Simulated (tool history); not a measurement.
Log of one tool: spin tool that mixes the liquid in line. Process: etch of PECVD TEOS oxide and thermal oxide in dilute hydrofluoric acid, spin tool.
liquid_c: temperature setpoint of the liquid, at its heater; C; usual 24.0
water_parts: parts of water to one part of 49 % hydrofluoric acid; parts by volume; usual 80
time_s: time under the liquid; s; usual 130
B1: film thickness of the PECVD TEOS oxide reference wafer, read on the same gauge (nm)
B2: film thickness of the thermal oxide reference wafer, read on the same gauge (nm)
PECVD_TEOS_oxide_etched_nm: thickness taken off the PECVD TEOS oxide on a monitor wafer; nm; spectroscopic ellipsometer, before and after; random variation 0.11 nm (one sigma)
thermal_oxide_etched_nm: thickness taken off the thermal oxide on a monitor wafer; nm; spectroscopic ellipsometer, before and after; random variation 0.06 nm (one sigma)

run 1 hour=0.0 | liquid_c=24.0 water_parts=80 time_s=130 | B1=120.00 B2=60.00 | PECVD_TEOS_oxide_etched_nm=16.86 thermal_oxide_etched_nm=6.81
run 2 hour=8.1 | liquid_c=24.0 water_parts=80 time_s=130 | B1=119.95 B2=59.99 | PECVD_TEOS_oxide_etched_nm=16.88 thermal_oxide_etched_nm=6.80
run 3 hour=25.2 | liquid_c=27.0 water_parts=80 time_s=130 | B1=120.01 B2=59.99 | PECVD_TEOS_oxide_etched_nm=19.05 thermal_oxide_etched_nm=7.59
run 4 hour=32.5 | liquid_c=27.0 water_parts=80 time_s=130 | B1=120.00 B2=60.00 | PECVD_TEOS_oxide_etched_nm=19.01 thermal_oxide_etched_nm=7.62
run 5 hour=42.4 | liquid_c=24.0 water_parts=80 time_s=130 | B1=120.01 B2=60.02 | PECVD_TEOS_oxide_etched_nm=17.03 thermal_oxide_etched_nm=6.63
run 6 hour=56.4 | liquid_c=24.0 water_parts=80 time_s=130 | B1=120.02 B2=60.03 | PECVD_TEOS_oxide_etched_nm=16.86 thermal_oxide_etched_nm=6.82
run 7 hour=67.9 | liquid_c=24.0 water_parts=80 time_s=130 | B1=120.01 B2=60.03 | PECVD_TEOS_oxide_etched_nm=16.93 thermal_oxide_etched_nm=6.66
run 8 hour=74.5 | liquid_c=24.0 water_parts=80 time_s=130 | B1=120.02 B2=60.06 | PECVD_TEOS_oxide_etched_nm=16.74 thermal_oxide_etched_nm=6.69
run 9 hour=81.1 | liquid_c=24.0 water_parts=80 time_s=130 | B1=120.04 B2=60.00 | PECVD_TEOS_oxide_etched_nm=17.02 thermal_oxide_etched_nm=6.71
run 10 hour=92.1 | liquid_c=24.0 water_parts=80 time_s=130 | B1=120.05 B2=60.01 | PECVD_TEOS_oxide_etched_nm=16.59 thermal_oxide_etched_nm=6.77
run 11 hour=108.2 | liquid_c=20.0 water_parts=65 time_s=110 | B1=119.99 B2=59.99 | PECVD_TEOS_oxide_etched_nm=15.20 thermal_oxide_etched_nm=6.09
run 12 hour=115.0 | liquid_c=26.0 water_parts=60 time_s=175 | B1=120.00 B2=60.02 | PECVD_TEOS_oxide_etched_nm=33.76 thermal_oxide_etched_nm=13.33
-- hour=130.7 gauge calibrated
run 13 hour=132.5 | liquid_c=20.0 water_parts=65 time_s=165 | B1=120.03 B2=59.98 | PECVD_TEOS_oxide_etched_nm=22.64 thermal_oxide_etched_nm=9.05
-- hour=144.1 thermometer replaced
run 14 hour=149.8 | liquid_c=26.5 water_parts=70 time_s=130 | B1=119.93 B2=60.00 | PECVD_TEOS_oxide_etched_nm=21.48 thermal_oxide_etched_nm=8.56
run 15 hour=171.1 | liquid_c=27.0 water_parts=80 time_s=130 | B1=119.97 B2=59.98 | PECVD_TEOS_oxide_etched_nm=18.86 thermal_oxide_etched_nm=7.61
run 16 hour=179.0 | liquid_c=22.0 water_parts=45 time_s=205 | B1=120.00 B2=59.99 | PECVD_TEOS_oxide_etched_nm=45.48 thermal_oxide_etched_nm=18.12
-- hour=189.5 hydrofluoric acid flow meter replaced
run 17 hour=195.3 | liquid_c=24.0 water_parts=80 time_s=190 | B1=119.95 B2=60.00 | PECVD_TEOS_oxide_etched_nm=27.53 thermal_oxide_etched_nm=10.98
run 18 hour=212.2 | liquid_c=22.5 water_parts=80 time_s=75 | B1=120.02 B2=60.00 | PECVD_TEOS_oxide_etched_nm=10.12 thermal_oxide_etched_nm=4.08
run 19 hour=227.3 | liquid_c=22.5 water_parts=110 time_s=105 | B1=120.00 B2=59.95 | PECVD_TEOS_oxide_etched_nm=10.04 thermal_oxide_etched_nm=4.04
run 20 hour=242.7 | liquid_c=26.0 water_parts=105 time_s=195 | B1=120.00 B2=59.97 | PECVD_TEOS_oxide_etched_nm=22.37 thermal_oxide_etched_nm=8.84
run 21 hour=251.0 | liquid_c=24.0 water_parts=80 time_s=130 | B1=120.01 B2=60.03 | PECVD_TEOS_oxide_etched_nm=18.60 thermal_oxide_etched_nm=7.38

5 ways to go on from here, each from the tool as it stands after run 21. What would each give?
run A hour=251.5 | liquid_c=24.0 water_parts=80 time_s=130 | B1=? B2=? | PECVD_TEOS_oxide_etched_nm=? thermal_oxide_etched_nm=?
run B hour=251.5 | liquid_c=24.0 water_parts=80 time_s=210 | B1=? B2=? | PECVD_TEOS_oxide_etched_nm=? thermal_oxide_etched_nm=?
run C hour=251.5 | liquid_c=19.0 water_parts=70 time_s=205 | B1=? B2=? | PECVD_TEOS_oxide_etched_nm=? thermal_oxide_etched_nm=?
run D hour=251.5 | liquid_c=26.0 water_parts=95 time_s=130 | B1=? B2=? | PECVD_TEOS_oxide_etched_nm=? thermal_oxide_etched_nm=?
run E hour=251.5 | liquid_c=22.0 water_parts=65 time_s=55 | B1=? B2=? | PECVD_TEOS_oxide_etched_nm=? thermal_oxide_etched_nm=?

run=A B1=120.00 B2=60.00 PECVD_TEOS_oxide_etched_nm=18.60 thermal_oxide_etched_nm=7.47
run=B B1=120.00 B2=60.00 PECVD_TEOS_oxide_etched_nm=30.05 thermal_oxide_etched_nm=12.07
run=C B1=120.00 B2=60.00 PECVD_TEOS_oxide_etched_nm=27.62 thermal_oxide_etched_nm=11.09
run=D B1=120.00 B2=60.00 PECVD_TEOS_oxide_etched_nm=16.63 thermal_oxide_etched_nm=6.68
run=E B1=120.00 B2=60.00 PECVD_TEOS_oxide_etched_nm=9.10 thermal_oxide_etched_nm=3.65
Without the tool's hidden state the same runs would have given:
run=A PECVD_TEOS_oxide_etched_nm=18.79 thermal_oxide_etched_nm=7.55
run=B PECVD_TEOS_oxide_etched_nm=30.36 thermal_oxide_etched_nm=12.20
run=C PECVD_TEOS_oxide_etched_nm=27.90 thermal_oxide_etched_nm=11.21
run=D PECVD_TEOS_oxide_etched_nm=16.81 thermal_oxide_etched_nm=6.75
run=E PECVD_TEOS_oxide_etched_nm=9.19 thermal_oxide_etched_nm=3.69
